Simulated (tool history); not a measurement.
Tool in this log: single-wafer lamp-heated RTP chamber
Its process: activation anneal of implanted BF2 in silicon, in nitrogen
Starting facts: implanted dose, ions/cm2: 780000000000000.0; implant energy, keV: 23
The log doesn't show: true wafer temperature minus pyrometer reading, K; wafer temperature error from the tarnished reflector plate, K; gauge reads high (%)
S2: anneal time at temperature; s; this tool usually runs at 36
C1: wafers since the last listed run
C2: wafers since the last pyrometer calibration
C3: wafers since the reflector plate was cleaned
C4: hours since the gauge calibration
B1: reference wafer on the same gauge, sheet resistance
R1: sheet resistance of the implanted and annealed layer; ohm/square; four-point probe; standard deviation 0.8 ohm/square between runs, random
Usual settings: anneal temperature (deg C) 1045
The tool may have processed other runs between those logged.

{"run": 1, "hour": 0.0, "anneal temperature (deg C)": 1045, "S2": 36, "C1": 0, "C2": 1521, "C3": 7714, "C4": 712, "B1": 189.87, "R1": 166.67}
{"hour": 53.9, "done": "gauge calibrated"}
{"run": 2, "hour": 61.9, "anneal temperature (deg C)": 1045, "S2": 36, "C1": 1150, "C2": 2672, "C3": 8864, "C4": 8, "B1": 190.05, "R1": 166.79}
{"run": 3, "hour": 153.2, "anneal temperature (deg C)": 1045, "S2": 36, "C1": 1697, "C2": 4369, "C3": 10562, "C4": 99.3, "B1": 190.2, "R1": 163.84}
{"run": 4, "hour": 203.0, "anneal temperature (deg C)": 1045, "S2": 36, "C1": 925, "C2": 5295, "C3": 11488, "C4": 149.1, "B1": 189.9, "R1": 163.7}
{"hour": 216.5, "done": "pyrometer window cleaned and pyrometer calibrated"}
{"run": 5, "hour": 300.3, "anneal temperature (deg C)": 1045, "S2": 36, "C1": 1660, "C2": 1558, "C3": 13148, "C4": 246.4, "B1": 189.94, "R1": 168.19}
{"run": 6, "hour": 341.2, "anneal temperature (deg C)": 1045, "S2": 29, "C1": 760, "C2": 2319, "C3": 13908, "C4": 287.3, "B1": 189.88, "R1": 171.64}
{"hour": 367.9, "done": "reflector plate cleaned"}
{"hour": 513.4, "done": "pyrometer window cleaned and pyrometer calibrated"}
{"run": 7, "hour": 635.3, "anneal temperature (deg C)": 1045, "S2": 36, "C1": 5170, "C2": 2265, "C3": 4821, "C4": 581.4, "B1": 189.94, "R1": 166.59}
{"run": 8, "hour": 704.6, "anneal temperature (deg C)": 1045, "S2": 36, "C1": 1288, "C2": 3554, "C3": 6110, "C4": 650.7, "B1": 190.03, "R1": 164.28}
{"run": 9, "hour": 802.1, "anneal temperature (deg C)": 1045, "S2": 36, "C1": 1812, "C2": 5366, "C3": 7922, "C4": 748.2, "B1": 189.98, "R1": 163.57}
{"hour": 819.5, "done": "pyrometer window cleaned and pyrometer calibrated"}
{"run": 10, "hour": 866.3, "anneal temperature (deg C)": 1017, "S2": 44, "C1": 1044, "C2": 870, "C3": 8967, "C4": 812.4, "B1": 190.01, "R1": 175.7}
{"run": 11, "hour": 916.9, "anneal temperature (deg C)": 1045, "S2": 49, "C1": 940, "C2": 1811, "C3": 9908, "C4": 863, "B1": 190.2, "R1": 162.95}
{"hour": 925.3, "done": "gauge calibrated"}
{"hour": 958.1, "done": "reflector plate cleaned"}
{"run": 12, "hour": 969.6, "anneal temperature (deg C)": 1045, "S2": 36, "C1": 831, "C2": 2642, "C3": 214, "C4": 44.3, "B1": 190.02, "R1": 166.44}
{"run": 13, "hour": 1029.0, "anneal temperature (deg C)": 1045, "S2": 36, "C1": 1104, "C2": 3747, "C3": 1318, "C4": 103.7, "B1": 189.96, "R1": 166.02}

For run 14, what comes out?
{"run": 14, "hour": 1086.7, "anneal temperature (deg C)": 1059, "S2": 27, "C1": 1072, "C2": 4819, "C3": 2391, "C4": 161.4, "B1": "?", "R1": "?"}

B1: 190
R1: 162.18 ohm/square
Minus the tool's unlogged condition, the same run would have read R1 166.26 ohm/square.
